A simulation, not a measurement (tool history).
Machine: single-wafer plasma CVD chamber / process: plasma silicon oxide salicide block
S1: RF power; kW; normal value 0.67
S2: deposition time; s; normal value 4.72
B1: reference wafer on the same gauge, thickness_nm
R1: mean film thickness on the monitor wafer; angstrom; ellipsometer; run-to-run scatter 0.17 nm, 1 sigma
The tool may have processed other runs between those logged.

Run 1, hour 0: usual settings but S1 0.58 kW; B1 57.954. Result: R1 464.02 angstrom.
Run 2, hour 70.3: usual settings but S1 0.58 kW; B1 57.851. Result: R1 466.14 angstrom.
At hour 131.9: gauge calibrated.
Run 3, hour 141.4: usual settings but S1 0.58 kW; B1 57.974. Result: R1 461.51 angstrom.
Run 4, hour 181.2: usual settings; B1 57.988. Result: R1 489.09 angstrom.
Run 5, hour 224.2: usual settings; B1 57.847. Result: R1 488.41 angstrom.
Run 6, hour 258.8: usual settings; B1 58.001. Result: R1 486.01 angstrom.
Run 7, hour 327.5: usual settings; B1 57.989. Result: R1 490.94 angstrom.
Run 8, hour 377.5: usual settings but S2 5.37 s; B1 57.974. Result: R1 555.99 angstrom.
Run 9, hour 435.9: usual settings; B1 57.9. Result: R1 487.74 angstrom.
Run 10, hour 473.9: usual settings; B1 57.967. Result: R1 486.61 angstrom.
Run 11, hour 530.4: usual settings; B1 57.833. Result: R1 488.5 angstrom.
Run 12, hour 593.5: usual settings; B1 57.86. Result: R1 486.92 angstrom.
Run 13, hour 641.3: usual settings; B1 57.895. Result: R1 484.74 angstrom.
Run 14, hour 668.5: usual settings but S1 0.62 kW, S2 4.45 s; B1 57.905. Result: R1 444.27 angstrom.
Run 15, hour 720.8: usual settings but S1 0.62 kW, S2 4.45 s; B1 57.943. Result: R1 442.1 angstrom.
At hour 734.4: RF generator calibrated.
Run 16, hour 760.8: usual settings but S1 0.645 kW; B1 57.837. Result: R1 486.29 angstrom.
Run 17, hour 917.8: usual settings but S1 0.645 kW; B1 57.806. Result: R1 483.99 angstrom.
Run 18, hour 953.8: usual settings; B1 57.825. Result: R1 492.98 angstrom.
Run 19, hour 1007: usual settings but S1 0.575 kW; B1 57.875. Result: R1 459.37 angstrom.
Run 20, hour 1032: usual settings but S1 0.585 kW, S2 5.47 s; B1 57.894. Result: R1 540.52 angstrom.
Run 21, hour 1100.7: usual settings but S1 0.575 kW; B1 57.927. Result: R1 462.12 angstrom.
Run 22, hour 1128.2: usual settings; B1 57.899. Result: R1 491.58 angstrom.
Run 23, hour 1180.6: usual settings but S1 0.54 kW; B1 57.94. Result: R1 449.23 angstrom.
Run 24, hour 1228.9: usual settings but S2 5.34 s; B1 57.897. Result: R1 556.76 angstrom.
Run 25, hour 1276.7: usual settings but S1 0.73 kW, S2 5.43 s; B1 57.953. Result: R1 584.18 angstrom.
Run 26, hour 1305.7: usual settings but S2 4.14 s; B1 57.833. Result: R1 431.98 angstrom.
Run 27, hour 1338.8: usual settings but S1 0.59 kW, S2 5.45 s; B1 57.989. Result: R1 538.85 angstrom.
Run 28, hour 1391.6: usual settings but S2 4.35 s; B1 57.894. Result: R1 449.83 angstrom.
At hour 1418.6: gauge calibrated.
Run 29, hour 1424.7: usual settings but S2 5.49 s; B1 57.967. Result: R1 569.31 angstrom.
At hour 1446: showerhead replaced.
Run 30, hour 1473.3: usual settings but S1 0.56 kW; B1 57.971. Result: R1 454.6 angstrom.
Run 31, hour 1512.1: usual settings but S1 0.77 kW, S2 4.47 s; B1 57.836. Result: R1 483.7 angstrom.
Run 32, hour 1571: usual settings but S1 0.58 kW; B1 57.91. Result: R1 465.21 angstrom.
Run 33, hour 1602.8: usual settings but S1 0.74 kW, S2 4.22 s; B1 57.936. Result: R1 450.09 angstrom.
Run 34, hour 1670.9: usual settings but S1 0.625 kW; B1 57.94. Result: R1 475.35 angstrom.
Run 35, hour 1734.1: usual settings but S1 0.735 kW, S2 4 s; B1 57.902. Result: R1 426.06 angstrom.
Run 36, hour 1804.9: usual settings but S1 0.615 kW, S2 4.18 s; B1 57.957. Result: R1 415.23 angstrom.
Run 37, hour 1868.7: usual settings; B1 57.905. Result: R1 488.98 angstrom.

Measured result minus the same run's result without the hidden state. Both carry the same run-to-run variation, though not necessarily the same gauge scatter:
The tool's hidden condition here consists of: delivered RF power above the setpoint (%); gauge reads high (%).
run     R1
  1  -4.24
  2   -4.7
  3  -5.11
  4  -5.68
  5  -5.96
  6  -6.16
  7   -6.7
  8  -7.98
  9  -7.39
 10  -7.63
 11  -8.05
 12  -8.46
 13  -8.75
 14  -8.19
 15  -8.48
 16  -1.78
 17  -2.79
 18  -3.07
 19   -3.2
 20  -3.94
 21   -3.8
 22  -4.22
 23  -4.18
 24  -5.55
 25   -6.2
 26  -4.76
 27  -6.19
 28  -5.49
 29  -7.21
 30  -6.06
 31  -6.71
 32  -6.84
 33  -6.81
 34  -7.65
 35  -7.24
 36  -7.47
 37  -9.24

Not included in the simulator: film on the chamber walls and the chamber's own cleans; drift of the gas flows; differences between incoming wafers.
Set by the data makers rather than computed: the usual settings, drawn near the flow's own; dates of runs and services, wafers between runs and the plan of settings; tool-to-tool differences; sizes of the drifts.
